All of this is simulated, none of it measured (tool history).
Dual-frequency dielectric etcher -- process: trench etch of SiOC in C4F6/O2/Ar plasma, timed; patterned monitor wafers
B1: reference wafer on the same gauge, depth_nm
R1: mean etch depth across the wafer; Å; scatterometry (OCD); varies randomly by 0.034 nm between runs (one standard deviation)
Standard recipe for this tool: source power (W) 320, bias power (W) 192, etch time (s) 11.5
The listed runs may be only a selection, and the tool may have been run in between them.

{"run": 1, "hour": 0.0, "source power (W)": 320, "bias power (W)": 192, "etch time (s)": 9.5, "B1": 27.2, "R1": 190.5}
{"run": 2, "hour": 10.4, "source power (W)": 320, "bias power (W)": 179, "etch time (s)": 11.5, "B1": 27.19, "R1": 225.9}
{"run": 3, "hour": 16.6, "source power (W)": 320, "bias power (W)": 180, "etch time (s)": 11.5, "B1": 27.2, "R1": 226.3}
{"run": 4, "hour": 28.3, "source power (W)": 320, "bias power (W)": 180, "etch time (s)": 11.5, "B1": 27.21, "R1": 226.8}
{"run": 5, "hour": 45.0, "source power (W)": 320, "bias power (W)": 192, "etch time (s)": 11.5, "B1": 27.2, "R1": 230.6}
{"run": 6, "hour": 58.1, "source power (W)": 320, "bias power (W)": 192, "etch time (s)": 11.5, "B1": 27.19, "R1": 230.7}
{"run": 7, "hour": 68.6, "source power (W)": 320, "bias power (W)": 192, "etch time (s)": 11.5, "B1": 27.21, "R1": 230.1}
{"run": 8, "hour": 80.3, "source power (W)": 320, "bias power (W)": 192, "etch time (s)": 11.5, "B1": 27.21, "R1": 230.6}
{"hour": 108.4, "done": "wet clean of the chamber"}
{"hour": 114.2, "done": "upper electrode replaced"}
{"run": 9, "hour": 114.7, "source power (W)": 320, "bias power (W)": 192, "etch time (s)": 11.5, "B1": 27.21, "R1": 229.2}
{"run": 10, "hour": 115.0, "source power (W)": 320, "bias power (W)": 192, "etch time (s)": 11.5, "B1": 27.18, "R1": 229}
{"run": 11, "hour": 125.3, "source power (W)": 320, "bias power (W)": 192, "etch time (s)": 11.5, "B1": 27.19, "R1": 228.9}
{"run": 12, "hour": 138.7, "source power (W)": 320, "bias power (W)": 192, "etch time (s)": 11.5, "B1": 27.2, "R1": 229.1}
{"run": 13, "hour": 146.7, "source power (W)": 270, "bias power (W)": 231, "etch time (s)": 10, "B1": 27.2, "R1": 198}
{"hour": 199.4, "done": "bias power generator calibrated"}
{"run": 14, "hour": 199.9, "source power (W)": 320, "bias power (W)": 192, "etch time (s)": 11.5, "B1": 27.21, "R1": 228.9}
{"run": 15, "hour": 206.2, "source power (W)": 320, "bias power (W)": 192, "etch time (s)": 11.5, "B1": 27.2, "R1": 229.2}
{"run": 16, "hour": 222.5, "source power (W)": 380, "bias power (W)": 170, "etch time (s)": 9, "B1": 27.18, "R1": 185.3}
{"run": 17, "hour": 235.7, "source power (W)": 320, "bias power (W)": 161, "etch time (s)": 8.5, "B1": 27.22, "R1": 161.2}
{"hour": 245.1, "done": "gauge calibrated"}
{"run": 18, "hour": 253.6, "source power (W)": 320, "bias power (W)": 192, "etch time (s)": 9, "B1": 27.19, "R1": 179.7}
{"run": 19, "hour": 264.0, "source power (W)": 270, "bias power (W)": 149, "etch time (s)": 14.5, "B1": 27.2, "R1": 252}
{"hour": 275.6, "done": "source power generator calibrated"}
{"run": 20, "hour": 276.1, "source power (W)": 380, "bias power (W)": 177, "etch time (s)": 13.5, "B1": 27.2, "R1": 280.4}
{"run": 21, "hour": 284.3, "source power (W)": 340, "bias power (W)": 150, "etch time (s)": 12.5, "B1": 27.2, "R1": 237.9}
{"run": 22, "hour": 298.9, "source power (W)": 250, "bias power (W)": 166, "etch time (s)": 11.5, "B1": 27.21, "R1": 200.5}

Expected results for the next run?
{"run": 23, "hour": 305.7, "source power (W)": 400, "bias power (W)": 192, "etch time (s)": 11.5, "B1": "?", "R1": "?"}

Run 23 yielded B1 27.2, R1 250.3 Å.
With no hidden state in the tool, this same run would have given R1 249.3 Å.
